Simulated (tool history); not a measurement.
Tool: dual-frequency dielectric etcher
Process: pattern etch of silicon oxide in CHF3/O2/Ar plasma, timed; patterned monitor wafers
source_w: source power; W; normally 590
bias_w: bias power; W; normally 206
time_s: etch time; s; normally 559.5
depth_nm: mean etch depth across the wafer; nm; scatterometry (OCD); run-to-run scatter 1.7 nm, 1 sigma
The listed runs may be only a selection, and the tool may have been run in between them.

| run | hour | source_w | bias_w | time_s | wafers since the last listed run | hours since the last wet clean | hours since the last source power generator calibration | hours since the last bias power generator calibration | hours since the last upper electrode change | hours since the gauge calibration | read-back reference wafer on the same gauge, depth_nm | depth_nm |
|---|---|---|---|---|---|---|---|---|---|---|---|---|
| 1 | 0 | 480 | 206 | 653.5 | 0 | 396.7 | 1792 | 2951.4 | 1840.3 | 107.4 | 1340.1 | 1217.2 |
| 2 | 11.2 | 480 | 206 | 653.5 | 20 | 407.9 | 1803.2 | 2962.6 | 1851.5 | 118.6 | 1340 | 1213.9 |
| 3 | 27.7 | 480 | 206 | 653.5 | 29 | 424.4 | 1819.7 | 2979.1 | 1868 | 135.1 | 1339.9 | 1211.8 |
| 4 | 35.7 | 590 | 206 | 559.5 | 14 | 432.4 | 1827.7 | 2987.1 | 1876 | 143.1 | 1339.5 | 1115.8 |
| 5 | 52.3 | 590 | 206 | 559.5 | 30 | 449 | 1844.3 | 3003.7 | 1892.6 | 159.7 | 1339.7 | 1113.8 |
|  | 78.3 | wet clean of the chamber |
| 6 | 78.8 | 590 | 206 | 559.5 | 4 | 0.5 | 1870.8 | 3030.2 | 1919.1 | 186.2 | 1339.9 | 1150.6 |
| 7 | 84.3 | 590 | 206 | 608.5 | 9 | 6 | 1876.3 | 3035.7 | 1924.6 | 191.7 | 1339.9 | 1252.1 |
| 8 | 93.5 | 590 | 206 | 559.5 | 16 | 15.2 | 1885.5 | 3044.9 | 1933.8 | 200.9 | 1340.1 | 1151.8 |
| 9 | 106 | 590 | 206 | 436.5 | 22 | 27.7 | 1898 | 3057.4 | 1946.3 | 213.4 | 1339.8 | 897.7 |
| 10 | 118.2 | 590 | 206 | 436.5 | 22 | 39.9 | 1910.2 | 3069.6 | 1958.5 | 225.6 | 1340.3 | 895.9 |
| 11 | 133.3 | 590 | 206 | 559.5 | 27 | 55 | 1925.3 | 3084.7 | 1973.6 | 240.7 | 1339.9 | 1148.3 |
|  | 139.6 | bias power generator calibrated |
|  | 149.8 | source power generator calibrated |
| 12 | 150.3 | 730 | 247 | 559.5 | 16 | 72 | 0.5 | 10.7 | 1990.6 | 257.7 | 1339.7 | 1364.3 |
| 13 | 153.2 | 530 | 164 | 662 | 5 | 74.9 | 3.4 | 13.6 | 1993.5 | 260.6 | 1340.5 | 1143.3 |
| 14 | 160.2 | 700 | 206 | 394 | 12 | 81.9 | 10.4 | 20.6 | 2000.5 | 267.6 | 1339.8 | 859.1 |
|  | 181.7 | gauge calibrated |
|  | 187.9 | upper electrode replaced |
| 15 | 188.4 | 690 | 183 | 559.5 | 7 | 110.1 | 38.6 | 48.8 | 0.5 | 6.7 | 1340.3 | 1132 |
| 16 | 188.9 | 590 | 162 | 559.5 | 0 | 110.6 | 39.1 | 49.3 | 1 | 7.2 | 1340.3 | 994.2 |
| 17 | 189.7 | 590 | 206 | 559.5 | 1 | 111.4 | 39.9 | 50.1 | 1.8 | 8 | 1339.9 | 1143.6 |
| 18 | 207.3 | 730 | 206 | 611 | 31 | 129 | 57.5 | 67.7 | 19.4 | 25.6 | 1339.5 | 1344.2 |
| 19 | 225.2 | 500 | 183 | 423.5 | 32 | 146.9 | 75.4 | 85.6 | 37.3 | 43.5 | 1339.8 | 760.9 |
| 20 | 235.8 | 590 | 173 | 559.5 | 19 | 157.5 | 86 | 96.2 | 47.9 | 54.1 | 1340.2 | 1027.5 |
| 21 | 246.2 | 590 | 206 | 654.5 | 18 | 167.9 | 96.4 | 106.6 | 58.3 | 64.5 | 1340 | 1331.3 |

Below are 5 alternative next runs, each starting from the tool's condition after run 21. Predict each:
| A | 246.8 | 590 | 206 | 484 | 1 | 168.5 | 97 | 107.2 | 58.9 | 65.1 | ? | ? |
| B | 246.8 | 590 | 232 | 626 | 1 | 168.5 | 97 | 107.2 | 58.9 | 65.1 | ? | ? |
| C | 246.8 | 590 | 192 | 392 | 1 | 168.5 | 97 | 107.2 | 58.9 | 65.1 | ? | ? |
| D | 246.8 | 500 | 183 | 723.5 | 1 | 168.5 | 97 | 107.2 | 58.9 | 65.1 | ? | ? |
| E | 246.8 | 550 | 252 | 604.5 | 1 | 168.5 | 97 | 107.2 | 58.9 | 65.1 | ? | ? |

| run | read-back reference wafer on the same gauge, depth_nm | depth_nm |
|---|---|---|
| A | 1340.1 | 984.5 |
| B | 1340.1 | 1358.3 |
| C | 1340.1 | 766.6 |
| D | 1340.1 | 1296.7 |
| E | 1340.1 | 1336.8 |
With the hidden condition removed and each run's random variation left untouched, the same runs would have given:
| run | depth_nm |
|---|---|
| A | 996.9 |
| B | 1375.4 |
| C | 776.3 |
| D | 1313 |
| E | 1353.7 |
